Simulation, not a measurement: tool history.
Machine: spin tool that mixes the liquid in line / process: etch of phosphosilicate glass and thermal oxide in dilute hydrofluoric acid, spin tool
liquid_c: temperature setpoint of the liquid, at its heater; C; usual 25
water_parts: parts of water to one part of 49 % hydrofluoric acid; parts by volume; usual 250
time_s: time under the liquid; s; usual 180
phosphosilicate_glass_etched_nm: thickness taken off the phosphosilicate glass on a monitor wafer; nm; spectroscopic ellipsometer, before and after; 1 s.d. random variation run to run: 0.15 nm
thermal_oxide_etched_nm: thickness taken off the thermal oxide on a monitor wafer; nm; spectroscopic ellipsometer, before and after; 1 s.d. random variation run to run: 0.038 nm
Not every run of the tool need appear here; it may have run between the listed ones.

run,hour,liquid_c,water_parts,time_s,"read-back film thickness of the phosphosilicate glass reference wafer, read on the same gauge (nm)","read-back film thickness of the thermal oxide reference wafer, read on the same gauge (nm)",phosphosilicate_glass_etched_nm,thermal_oxide_etched_nm
1,0,25,250,180,110.01,79.943,39.81,2.93
2,69.4,25,250,180,110.02,79.977,39.57,2.966
3,131.3,25,250,180,110.01,79.995,39.46,2.892
4,189,27.5,250,180,109.98,79.974,42.96,3.123
5,229.1,25,250,180,109.99,80.002,39.39,2.88
# hour 281.3: gauge calibrated
6,289.7,25,250,180,109.99,79.974,39.24,2.975
7,313.9,25,250,180,109.98,80.039,39.1,2.931
8,458.8,22,350,270,110,79.997,34.21,2.459
# hour 473.8: thermometer replaced
# hour 494.7: hydrofluoric acid flow meter replaced
9,523,21.5,250,125,109.98,80.039,24.5,1.8
10,559.9,28.5,305,240,110.01,80.028,46.31,3.324
11,603.9,25,250,180,110,80.071,39.94,2.939
12,666.4,21.5,315,270,110,79.998,39.28,2.841
13,702.9,21.5,165,180,110,79.975,57.45,4.259
14,735.8,25,250,180,109.98,79.971,39.54,2.934
# hour 766.6: gauge calibrated
15,788.1,25,250,180,110.01,80.005,39.7,2.875

Hidden state, per run?
liquid hotter than its thermometer reads (K): 0, the same for each run
gauge reads high (%): 0, the same for each run
H1: hydrofluoric acid flow below the setpoint (%)
run,H1
1,0.664
2,0.852
3,1.02
4,1.18
5,1.29
6,1.45
7,1.52
8,1.91
9,0.0871
10,0.187
11,0.307
12,0.476
13,0.575
14,0.664
15,0.806
